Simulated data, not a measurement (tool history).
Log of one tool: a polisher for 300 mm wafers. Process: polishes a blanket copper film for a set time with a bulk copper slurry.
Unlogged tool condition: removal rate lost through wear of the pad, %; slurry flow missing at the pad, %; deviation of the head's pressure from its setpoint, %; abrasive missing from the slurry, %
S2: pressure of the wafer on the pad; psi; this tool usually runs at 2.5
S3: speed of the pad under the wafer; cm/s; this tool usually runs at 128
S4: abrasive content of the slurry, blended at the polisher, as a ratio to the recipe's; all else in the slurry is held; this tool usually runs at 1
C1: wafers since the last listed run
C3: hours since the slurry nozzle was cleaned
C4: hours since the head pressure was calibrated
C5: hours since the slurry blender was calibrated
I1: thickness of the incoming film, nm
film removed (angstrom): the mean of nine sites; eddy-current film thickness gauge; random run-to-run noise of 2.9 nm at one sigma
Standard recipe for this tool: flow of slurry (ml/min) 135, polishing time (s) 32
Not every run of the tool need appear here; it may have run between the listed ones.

Run 1, hour 0: usual settings; C1 0; wafers polished on this pad 2208; C3 109.1; C4 338.1; C5 217.4; I1 1982.2. Result: film removed (angstrom) 3055.
Run 2, hour 52.6: usual settings but S3 116 cm/s; C1 578; wafers polished on this pad 2786; C3 161.7; C4 390.7; C5 270; I1 2011. Result: film removed (angstrom) 2802.
At hour 75.1: head pressure recalibrated.
At hour 75.6: worn pad replaced by a new one.
Run 3, hour 110.2: usual settings; C1 605; wafers polished on this pad 380; C3 219.3; C4 35.1; C5 327.6; I1 2017.9. Result: film removed (angstrom) 2901.
Run 4, hour 140.6: usual settings; C1 334; wafers polished on this pad 715; C3 249.7; C4 65.5; C5 358; I1 2056.9. Result: film removed (angstrom) 2903.
Run 5, hour 181: usual settings; C1 444; wafers polished on this pad 1159; C3 290.1; C4 105.9; C5 398.4; I1 2010.9. Result: film removed (angstrom) 2907.
Run 6, hour 216: usual settings; C1 385; wafers polished on this pad 1544; C3 325.1; C4 140.9; C5 433.4; I1 2035.1. Result: film removed (angstrom) 2927.
At hour 257.1: slurry blender recalibrated.
Run 7, hour 283.5: usual settings; C1 720; wafers polished on this pad 2265; C3 392.6; C4 208.4; C5 26.4; I1 2000.7. Result: film removed (angstrom) 3018.
At hour 360.7: worn pad replaced by a new one.
Run 8, hour 372.2: usual settings; C1 931; wafers polished on this pad 126; C3 481.3; C4 297.1; C5 115.1; I1 2031.9. Result: film removed (angstrom) 3016.
Run 9, hour 423.5: usual settings; C1 564; wafers polished on this pad 691; C3 532.6; C4 348.4; C5 166.4; I1 2017. Result: film removed (angstrom) 3086.
Run 10, hour 503.2: usual settings but flow of slurry (ml/min) 120; C1 876; wafers polished on this pad 1567; C3 612.3; C4 428.1; C5 246.1; I1 2038.2. Result: film removed (angstrom) 3028.
Run 11, hour 547.6: usual settings but flow of slurry (ml/min) 120; C1 488; wafers polished on this pad 2056; C3 656.7; C4 472.5; C5 290.5; I1 2024.7. Result: film removed (angstrom) 3087.
Run 12, hour 575.3: usual settings but flow of slurry (ml/min) 120; C1 304; wafers polished on this pad 2361; C3 684.4; C4 500.2; C5 318.2; I1 2012.4. Result: film removed (angstrom) 2980.
At hour 620.8: head pressure recalibrated.
Run 13, hour 644.9: usual settings but polishing time (s) 35; C1 743; wafers polished on this pad 3105; C3 754; C4 24.1; C5 387.8; I1 2011.6. Result: film removed (angstrom) 3155.
At hour 665.8: worn pad replaced by a new one.
At hour 728: slurry blender recalibrated.
At hour 777.5: slurry nozzle cleaned.
Run 14, hour 778: usual settings but S2 1.7 psi, S3 92 cm/s, S4 1.2, polishing time (s) 42; C1 1387; wafers polished on this pad 1201; C3 0.5; C4 157.2; C5 50; I1 2049.4. Result: film removed (angstrom) 2212.
Run 15, hour 842.8: usual settings but flow of slurry (ml/min) 170, S2 1.7 psi, polishing time (s) 27; C1 712; wafers polished on this pad 1914; C3 65.3; C4 222; C5 114.8; I1 2025.3. Result: film removed (angstrom) 1970.
Run 16, hour 886.5: usual settings; C1 480; wafers polished on this pad 2395; C3 109; C4 265.7; C5 158.5; I1 2017.8. Result: film removed (angstrom) 3087.
Run 17, hour 935.9: usual settings but polishing time (s) 35; C1 543; wafers polished on this pad 2939; C3 158.4; C4 315.1; C5 207.9; I1 2004.1. Result: film removed (angstrom) 3422.
At hour 972.8: worn pad replaced by a new one.
Run 18, hour 1003.3: usual settings but flow of slurry (ml/min) 90, polishing time (s) 28; C1 697; wafers polished on this pad 335; C3 225.8; C4 382.5; C5 275.3; I1 2035.9. Result: film removed (angstrom) 2538.
Run 19, hour 1062.1: usual settings but flow of slurry (ml/min) 110; C1 646; wafers polished on this pad 982; C3 284.6; C4 441.3; C5 334.1; I1 2003.7. Result: film removed (angstrom) 3006.
Run 20, hour 1114.8: usual settings but flow of slurry (ml/min) 115; C1 579; wafers polished on this pad 1561; C3 337.3; C4 494; C5 386.8; I1 2023.3. Result: film removed (angstrom) 3062.
At hour 1117.6: head pressure recalibrated.
Run 21, hour 1142.2: usual settings but flow of slurry (ml/min) 110, S2 2.9 psi, S3 146 cm/s, polishing time (s) 37; C1 279; wafers polished on this pad 1841; C3 364.7; C4 24.6; C5 414.2; I1 2000.7. Result: film removed (angstrom) 4081.
Run 22, hour 1184.9: usual settings but S2 2.8 psi, S4 0.8; C1 469; wafers polished on this pad 2311; C3 407.4; C4 67.3; C5 456.9; I1 2012.4. Result: film removed (angstrom) 2998.
At hour 1247.5: worn pad replaced by a new one.
Run 23, hour 1254.9: usual settings but S3 110 cm/s; C1 726; wafers polished on this pad 81; C3 477.4; C4 137.3; C5 526.9; I1 2026.8. Result: film removed (angstrom) 2557.
At hour 1263.6: slurry blender recalibrated.
Run 24, hour 1310.2: usual settings; C1 586; wafers polished on this pad 667; C3 532.7; C4 192.6; C5 46.6; I1 1980.9. Result: film removed (angstrom) 3018.
Run 25, hour 1345.8: usual settings but S2 3 psi, S3 158 cm/s, S4 1.25, polishing time (s) 21; C1 391; wafers polished on this pad 1059; C3 568.3; C4 228.2; C5 82.2; I1 2027.1. Result: film removed (angstrom) 3003.
Run 26, hour 1390.4: usual settings; C1 490; wafers polished on this pad 1549; C3 612.9; C4 272.8; C5 126.8; I1 1985.6. Result: film removed (angstrom) 2967.
Run 27, hour 1462.3: usual settings; C1 791; wafers polished on this pad 2340; C3 684.8; C4 344.7; C5 198.7; I1 1978.3. Result: film removed (angstrom) 3031.

State the hidden condition of the tool at each of the runs:
removal rate lost through wear of the pad, %: 0, the same for each run
slurry flow missing at the pad, %: 0, the same for each run
abrasive missing from the slurry, %: 0, the same for each run
H1: deviation of the head's pressure from its setpoint, %
run    H1
  1  11.3
  2  11.7
  3  1.58
  4  3.33
  5  5.19
  6  6.47
  7  8.27
  8  9.74
  9  10.3
 10  10.8
 11  11.1
 12  11.2
 13  3.03
 14  9.15
 15  10.7
 16  11.5
 17  12.1
 18  12.7
 19  13.1
 20  13.3
 21  1.07
 22  3.59
 23  6.53
 24  8.09
 25  8.85
 26  9.59
 27  10.4
